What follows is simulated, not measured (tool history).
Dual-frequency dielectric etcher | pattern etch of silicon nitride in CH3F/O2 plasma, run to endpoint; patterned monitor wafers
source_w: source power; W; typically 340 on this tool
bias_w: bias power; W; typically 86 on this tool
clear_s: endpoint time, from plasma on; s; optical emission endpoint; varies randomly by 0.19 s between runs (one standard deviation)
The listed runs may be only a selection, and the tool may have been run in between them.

run,hour,source_w,bias_w,wafers since the last listed run,hours since the last wet clean,hours since the last source power generator calibration,hours since the last bias power generator calibration,hours since the last upper electrode change,"incoming incoming film thickness, nm",clear_s
1,0.0,380,94,0,256.8,3341.5,4490.5,3924.6,64.6,59.9
2,45.8,380,94,237,302.6,3387.3,4536.3,3970.4,64.3,59.9
3,61.8,400,86,82,318.6,3403.3,4552.3,3986.4,64.3,60.6
4,78.6,400,86,86,335.4,3420.1,4569.1,4003.2,64.1,60.1
5,91.0,400,86,64,347.8,3432.5,4581.5,4015.6,64.3,60.3
# hour 131.9: wet clean of the chamber
6,132.4,340,86,90,0.5,3473.9,4622.9,4057.0,64.3,64.0
7,132.8,340,86,2,0.9,3474.3,4623.3,4057.4,64.0,63.9
8,133.2,340,86,2,1.3,3474.7,4623.7,4057.8,64.9,64.7
9,133.8,340,86,3,1.9,3475.3,4624.3,4058.4,64.3,63.9
10,145.5,340,86,60,13.6,3487.0,4636.0,4070.1,64.2,64.0
# hour 155.1: source power generator calibrated
11,180.7,340,86,161,48.8,25.6,4671.2,4105.3,64.4,64.4
# hour 185.4: bias power generator calibrated
12,194.1,340,86,48,62.2,39.0,8.7,4118.7,64.9,64.8
13,210.3,340,86,83,78.4,55.2,24.9,4134.9,64.2,64.2
14,225.0,340,86,76,93.1,69.9,39.6,4149.6,64.6,65.1
15,234.4,270,103,48,102.5,79.3,49.0,4159.0,63.6,68.8
16,251.6,280,107,89,119.7,96.5,66.2,4176.2,63.9,66.3
17,258.7,310,76,36,126.8,103.6,73.3,4183.3,64.0,71.5
# hour 293.2: upper electrode replaced
18,293.7,340,86,56,161.8,138.6,108.3,0.5,64.7,65.4
19,294.1,290,76,2,162.2,139.0,108.7,0.9,65.0,76.4
20,296.0,340,86,9,164.1,140.9,110.6,2.8,64.6,65.3
21,311.0,340,97,77,179.1,155.9,125.6,17.8,64.6,62.0
22,328.4,340,86,90,196.5,173.3,143.0,35.2,64.5,65.6
23,340.3,380,79,61,208.4,185.2,154.9,47.1,65.1,64.4
24,351.8,400,77,59,219.9,196.7,166.4,58.6,64.4,62.7
25,359.0,290,86,37,227.1,203.9,173.6,65.8,64.4,72.1
26,374.9,370,77,82,243.0,219.8,189.5,81.7,63.7,64.5
27,392.2,340,86,89,260.3,237.1,206.8,99.0,64.1,65.0
28,402.0,370,79,50,270.1,246.9,216.6,108.8,65.4,65.8

The tool's hidden state at each run:
source power that arrives over what is set, %: 0, the same for each run
bias power that arrives over what is set, %: 0, the same for each run
H1: etch rate over this chamber's usual, %
run,H1
1,-2.55
2,-2.96
3,-3.1
4,-3.25
5,-3.36
6,0.0639
7,0.0603
8,0.0568
9,0.0514
10,-0.0534
11,-0.369
12,-0.488
13,-0.634
14,-0.765
15,-0.849
16,-1
17,-1.07
18,-1.38
19,-1.38
20,-1.4
21,-1.54
22,-1.69
23,-1.8
24,-1.9
25,-1.96
26,-2.11
27,-2.26
28,-2.35

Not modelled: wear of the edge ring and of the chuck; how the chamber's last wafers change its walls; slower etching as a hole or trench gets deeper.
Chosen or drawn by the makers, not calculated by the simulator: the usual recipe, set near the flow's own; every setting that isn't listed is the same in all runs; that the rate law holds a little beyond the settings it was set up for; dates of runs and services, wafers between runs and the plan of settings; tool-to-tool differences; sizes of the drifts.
